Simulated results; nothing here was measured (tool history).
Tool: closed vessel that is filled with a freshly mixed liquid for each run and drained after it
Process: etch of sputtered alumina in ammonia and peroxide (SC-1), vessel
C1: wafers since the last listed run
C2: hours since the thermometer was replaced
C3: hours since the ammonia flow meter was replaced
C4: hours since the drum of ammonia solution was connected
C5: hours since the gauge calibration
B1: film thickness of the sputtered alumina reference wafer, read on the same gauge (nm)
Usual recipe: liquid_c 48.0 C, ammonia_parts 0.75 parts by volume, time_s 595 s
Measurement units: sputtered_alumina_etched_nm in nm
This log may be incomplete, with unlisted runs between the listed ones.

run 1 day=0.000 | liquid_c=48.0 ammonia_parts=0.75 time_s=595 | C1=0 C2=2622.9 C3=878.5 C4=230.3 C5=98.0 | B1=59.97 | sputtered_alumina_etched_nm=23.57
run 2 day=0.692 | liquid_c=48.0 ammonia_parts=0.75 time_s=595 | C1=1199 C2=2639.5 C3=895.1 C4=246.9 C5=114.6 | B1=60.02 | sputtered_alumina_etched_nm=23.55
run 3 day=0.962 | liquid_c=48.0 ammonia_parts=0.75 time_s=595 | C1=469 C2=2646.0 C3=901.6 C4=253.4 C5=121.1 | B1=59.98 | sputtered_alumina_etched_nm=23.62
run 4 day=1.429 | liquid_c=48.0 ammonia_parts=0.75 time_s=595 | C1=809 C2=2657.2 C3=912.8 C4=264.6 C5=132.3 | B1=60.02 | sputtered_alumina_etched_nm=23.52
run 5 day=1.875 | liquid_c=48.0 ammonia_parts=0.75 time_s=835 | C1=773 C2=2667.9 C3=923.5 C4=275.3 C5=143.0 | B1=60.00 | sputtered_alumina_etched_nm=33.08
run 6 day=2.479 | liquid_c=48.0 ammonia_parts=0.75 time_s=835 | C1=1047 C2=2682.4 C3=938.0 C4=289.8 C5=157.5 | B1=60.00 | sputtered_alumina_etched_nm=33.17
-- day=2.688 thermometer replaced
run 7 day=2.788 | liquid_c=48.0 ammonia_parts=0.75 time_s=595 | C1=462 C2=2.4 C3=945.4 C4=297.2 C5=164.9 | B1=59.95 | sputtered_alumina_etched_nm=23.51
run 8 day=3.050 | liquid_c=48.0 ammonia_parts=0.75 time_s=400 | C1=455 C2=8.7 C3=951.7 C4=303.5 C5=171.2 | B1=59.98 | sputtered_alumina_etched_nm=15.89
run 9 day=3.400 | liquid_c=48.0 ammonia_parts=0.75 time_s=295 | C1=606 C2=17.1 C3=960.1 C4=311.9 C5=179.6 | B1=59.95 | sputtered_alumina_etched_nm=11.74
-- day=3.400 gauge calibrated
run 10 day=3.917 | liquid_c=57.0 ammonia_parts=0.50 time_s=755 | C1=896 C2=29.5 C3=972.5 C4=324.3 C5=12.4 | B1=60.00 | sputtered_alumina_etched_nm=46.44
run 11 day=4.342 | liquid_c=48.0 ammonia_parts=0.75 time_s=595 | C1=737 C2=39.7 C3=982.7 C4=334.5 C5=22.6 | B1=60.01 | sputtered_alumina_etched_nm=23.68
-- day=5.804 ammonia flow meter replaced
-- day=5.825 new drum of ammonia solution connected
run 12 day=5.888 | liquid_c=48.0 ammonia_parts=0.50 time_s=820 | C1=2571 C2=76.8 C3=2.0 C4=1.5 C5=59.7 | B1=60.02 | sputtered_alumina_etched_nm=31.39
run 13 day=6.392 | liquid_c=48.0 ammonia_parts=0.50 time_s=330 | C1=874 C2=88.9 C3=14.1 C4=13.6 C5=71.8 | B1=60.04 | sputtered_alumina_etched_nm=12.58
run 14 day=7.092 | liquid_c=51.0 ammonia_parts=0.40 time_s=345 | C1=1213 C2=105.7 C3=30.9 C4=30.4 C5=88.6 | B1=59.98 | sputtered_alumina_etched_nm=15.03
run 15 day=7.688 | liquid_c=42.0 ammonia_parts=0.75 time_s=595 | C1=1033 C2=120.0 C3=45.2 C4=44.7 C5=102.9 | B1=60.00 | sputtered_alumina_etched_nm=16.75
run 16 day=8.017 | liquid_c=48.0 ammonia_parts=0.75 time_s=595 | C1=570 C2=127.9 C3=53.1 C4=52.6 C5=110.8 | B1=59.99 | sputtered_alumina_etched_nm=23.60

Consider 4 possible next runs. They are alternatives, not a sequence: every one starts from the tool as it was left by run 16. What does each give?
run A day=8.050 | liquid_c=48.0 ammonia_parts=0.90 time_s=595 | C1=57 C2=128.7 C3=53.9 C4=53.4 C5=111.6 | B1=? | sputtered_alumina_etched_nm=?
run B day=8.050 | liquid_c=48.0 ammonia_parts=0.75 time_s=705 | C1=57 C2=128.7 C3=53.9 C4=53.4 C5=111.6 | B1=? | sputtered_alumina_etched_nm=?
run C day=8.050 | liquid_c=56.0 ammonia_parts=0.40 time_s=825 | C1=57 C2=128.7 C3=53.9 C4=53.4 C5=111.6 | B1=? | sputtered_alumina_etched_nm=?
run D day=8.050 | liquid_c=43.5 ammonia_parts=0.50 time_s=790 | C1=57 C2=128.7 C3=53.9 C4=53.4 C5=111.6 | B1=? | sputtered_alumina_etched_nm=?

run=A B1=59.97 sputtered_alumina_etched_nm=24.17
run=B B1=59.97 sputtered_alumina_etched_nm=28.14
run=C B1=59.97 sputtered_alumina_etched_nm=47.88
run=D B1=59.97 sputtered_alumina_etched_nm=23.51
With no hidden state in the tool, these same runs would have given:
run=A sputtered_alumina_etched_nm=24.17
run=B sputtered_alumina_etched_nm=28.14
run=C sputtered_alumina_etched_nm=47.88
run=D sputtered_alumina_etched_nm=23.51

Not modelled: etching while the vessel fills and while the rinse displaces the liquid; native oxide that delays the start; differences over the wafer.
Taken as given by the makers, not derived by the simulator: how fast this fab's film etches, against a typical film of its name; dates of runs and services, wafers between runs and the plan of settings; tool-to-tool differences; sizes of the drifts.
